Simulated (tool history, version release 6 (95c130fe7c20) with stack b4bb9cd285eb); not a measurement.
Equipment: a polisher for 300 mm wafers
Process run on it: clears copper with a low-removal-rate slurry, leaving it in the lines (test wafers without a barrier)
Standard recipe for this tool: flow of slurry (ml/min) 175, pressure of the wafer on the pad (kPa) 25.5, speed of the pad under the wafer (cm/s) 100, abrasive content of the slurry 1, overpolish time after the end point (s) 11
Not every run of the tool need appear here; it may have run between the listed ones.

run	day	flow of slurry (ml/min)	pressure of the wafer on the pad (kPa)	speed of the pad under the wafer (cm/s)	abrasive content of the slurry	overpolish time after the end point (s)	wafers since the last listed run	wafers polished on this pad	hours since the slurry nozzle was cleaned	hours since the head pressure was calibrated	hours since the slurry blender was calibrated	incoming thickness of the incoming film, nm	time until the end point was called (s)	dishing of a wide line in a test structure (nm)
1	0.000	175	25.5	100	1	8	0	858	172.6	506.8	167.0	500.3	117.6	24.4
2	1.083	175	25.5	100	1	8	216	1075	198.6	532.8	193.0	512.1	120.6	23.9
# day 1.588: slurry blender recalibrated
3	1.667	135	25.5	100	1	5	99	1175	212.6	546.8	1.9	503.5	125.4	14.7
# day 1.896: worn pad replaced by a new one
4	2.179	175	25.5	100	1	11	69	56	224.9	559.1	14.2	501.3	121.0	32.2
5	2.642	175	25.5	100	1	11	92	149	236.0	570.2	25.3	499.5	116.5	30.9
6	3.388	175	25.5	100	1	11	149	298	253.9	588.1	43.2	514.2	123.7	30.7
7	3.938	130	25.5	100	1	11	109	408	267.1	601.3	56.4	500.4	128.9	28.8
8	4.358	175	25.5	100	1	11	84	492	277.2	611.4	66.5	504.3	119.0	30.5
9	5.762	175	25.5	100	1	11	280	773	310.9	645.1	100.2	507.6	124.8	30.0
10	6.021	175	25.5	100	1	11	51	824	317.1	651.3	106.4	514.5	128.3	29.9
11	6.429	175	25.5	100	1	11	81	906	326.9	661.1	116.2	500.4	125.0	29.1
12	6.842	175	25.5	100	1	11	82	988	336.8	671.0	126.1	508.5	122.3	29.6
13	7.421	175	18.6	100	1	7	115	1104	350.7	684.9	140.0	506.2	182.9	15.0
14	7.733	175	18.6	100	1	7	62	1167	358.2	692.4	147.5	508.7	172.2	15.1
# day 8.150: head pressure recalibrated
15	8.267	175	18.6	100	1	7	89	1257	371.0	2.8	160.3	500.4	176.9	14.4
# day 8.546: worn pad replaced by a new one
16	8.783	175	25.5	100	1	11	69	47	383.4	15.2	172.7	500.7	130.8	28.9

For run 17, what comes out?
# day 9.217: slurry nozzle cleaned
17	9.492	175	25.5	100	1	18	133	180	6.6	32.2	189.7	510.2	?	?

{"run 17": {"time until the end point was called (s)": 118.9, "dishing of a wide line in a test structure (nm)": 46.5}}
Were there no unlogged condition in the tool, this run, its random variation unchanged, would have produced time until the end point was called (s) 117.5, dishing of a wide line in a test structure (nm) 46.9.

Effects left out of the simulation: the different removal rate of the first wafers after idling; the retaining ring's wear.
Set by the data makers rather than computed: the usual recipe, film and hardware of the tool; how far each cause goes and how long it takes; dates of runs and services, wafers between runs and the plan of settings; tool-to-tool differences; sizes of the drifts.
